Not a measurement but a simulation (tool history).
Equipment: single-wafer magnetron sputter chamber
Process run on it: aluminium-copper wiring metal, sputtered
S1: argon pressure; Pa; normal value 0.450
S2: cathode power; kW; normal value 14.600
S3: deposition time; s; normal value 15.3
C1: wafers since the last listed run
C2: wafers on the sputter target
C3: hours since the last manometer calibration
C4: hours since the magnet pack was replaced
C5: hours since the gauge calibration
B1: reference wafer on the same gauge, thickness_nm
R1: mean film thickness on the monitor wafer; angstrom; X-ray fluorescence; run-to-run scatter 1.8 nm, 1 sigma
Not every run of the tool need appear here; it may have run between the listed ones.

run    hour     S1      S2    S3    C1     C2      C3      C4      C5       B1       R1
  1     0.0  0.450  14.600  14.0     0   6826   975.6  8601.0   802.6  382.606  3415.48
  2    70.3  0.450  14.600  14.0  1795   8622  1045.9  8671.3   872.9  382.891  3424.63
  3   126.1  0.450  17.100  15.3  1425  10047  1101.7  8727.1   928.7  383.024  4356.28
  4   150.5  0.450  17.100  15.3   623  10670  1126.1  8751.5   953.1  382.370  4334.29
      220.9  -- sputter target and shields replaced
  5   221.4  0.450  14.600  15.3  1606     11  1197.0  8822.4  1024.0  382.414  3733.17
  6   250.2  0.450  14.600  15.3   735    747  1225.8  8851.2  1052.8  383.643  3761.76
  7   317.1  0.450  14.600  15.3  1708   2456  1292.7  8918.1  1119.7  383.492  3733.26
  8   380.6  0.450  14.600  15.3  1621   4077  1356.2  8981.6  1183.2  383.100  3745.37
  9   444.8  0.450  18.000  13.5  1639   5717  1420.4  9045.8  1247.4  383.029  3969.88
 10   494.9  0.526  14.600  15.3  1279   6997  1470.5  9095.9  1297.5  382.356  3559.03
 11   557.1  0.553  15.500  14.1  1588   8586  1532.7  9158.1  1359.7  382.954  3420.54
      607.8  -- magnet pack replaced
 12   608.4  0.450  17.750  15.3  1105   9692  1584.0     0.6  1411.0  383.093  4429.46
 13   677.2  0.450  14.600  15.3  1757  11449  1652.8    69.4  1479.8  383.188  3744.41
      690.1  -- sputter target and shields replaced
 14   722.3  0.602  16.250  15.3   947    822  1697.9   114.5  1524.9  383.854  3722.57
 15   758.1  0.450  14.600  16.4   914   1736  1733.7   150.3  1560.7  383.350  3994.68
      789.5  -- capacitance manometer re-zeroed and calibrated
 16   827.6  0.450  14.600  15.3  1570   3307    38.1   219.8  1630.2  382.872  3834.55
 17   875.6  0.450  14.600  15.3  1226   4533    86.1   267.8  1678.2  382.677  3827.81
 18   930.6  0.450  14.600  15.3  1404   5938   141.1   322.8  1733.2  382.854  3870.73
 19   964.9  0.450  14.600  15.3   876   6814   175.4   357.1  1767.5  382.720  3837.00
 20  1006.9  0.378  12.650  15.3  1072   7887   217.4   399.1  1809.5  382.956  3508.08
 21  1072.2  0.617  12.500  15.3  1667   9555   282.7   464.4  1874.8  383.008  3010.21
     1115.0  -- gauge calibrated
     1125.6  -- sputter target and shields replaced
 22  1130.4  0.450  15.600  17.6  1282    121   340.9   522.6    15.4  383.237  4677.99
 23  1156.2  0.405  12.650  16.8   658    780   366.7   548.4    41.2  382.459  3783.74
 24  1184.6  0.274  14.600  13.8   725   1506   395.1   576.8    69.6  382.909  3830.94
 25  1231.5  0.450  14.600  17.4  1197   2704   442.0   623.7   116.5  382.372  4347.02
 26  1285.1  0.450  14.600  16.2  1369   4073   495.6   677.3   170.1  382.535  4062.03
 27  1326.8  0.399  14.600  15.3  1065   5138   537.3   719.0   211.8  382.738  3924.20
 28  1396.2  0.394  18.200  13.8  1772   6911   606.7   788.4   281.2  382.329  4332.11
 29  1466.3  0.349  14.600  14.5  1790   8701   676.8   858.5   351.3  382.678  3835.88
 30  1505.2  0.450  17.450  12.9   993   9695   715.7   897.4   390.2  382.553  3761.32
 31  1545.2  0.537  12.100  12.3  1021  10716   755.7   937.4   430.2  382.681  2483.39
     1566.1  -- sputter target and shields replaced
 32  1580.7  0.450  14.600  14.0   702    373   791.2   972.9   465.7  383.143  3488.33
 33  1621.3  0.450  14.600  15.3  1037   1410   831.8  1013.5   506.3  382.471  3780.62

5 options for the next run, each taken on its own from the tool as it stands now. Forecast them:
  A  1621.7  0.450  14.600  15.3  10  1420  832.2  1013.9  506.7   ?   ?
  B  1621.7  0.295  14.600  13.8  10  1420  832.2  1013.9  506.7   ?   ?
  C  1621.7  0.450  14.600  17.6  10  1420  832.2  1013.9  506.7   ?   ?
  D  1621.7  0.499  14.600  15.3  10  1420  832.2  1013.9  506.7   ?   ?
  E  1621.7  0.341  16.500  13.1  10  1420  832.2  1013.9  506.7   ?   ?

run       B1       R1
  A  383.022  3791.48
  B  383.022  3752.82
  C  383.022  4361.44
  D  383.022  3684.23
  E  383.022  3868.27
What these runs would have given with no unlogged condition in the tool:
run       R1
  A  3815.15
  B  3767.79
  C  4388.67
  D  3709.73
  E  3886.35
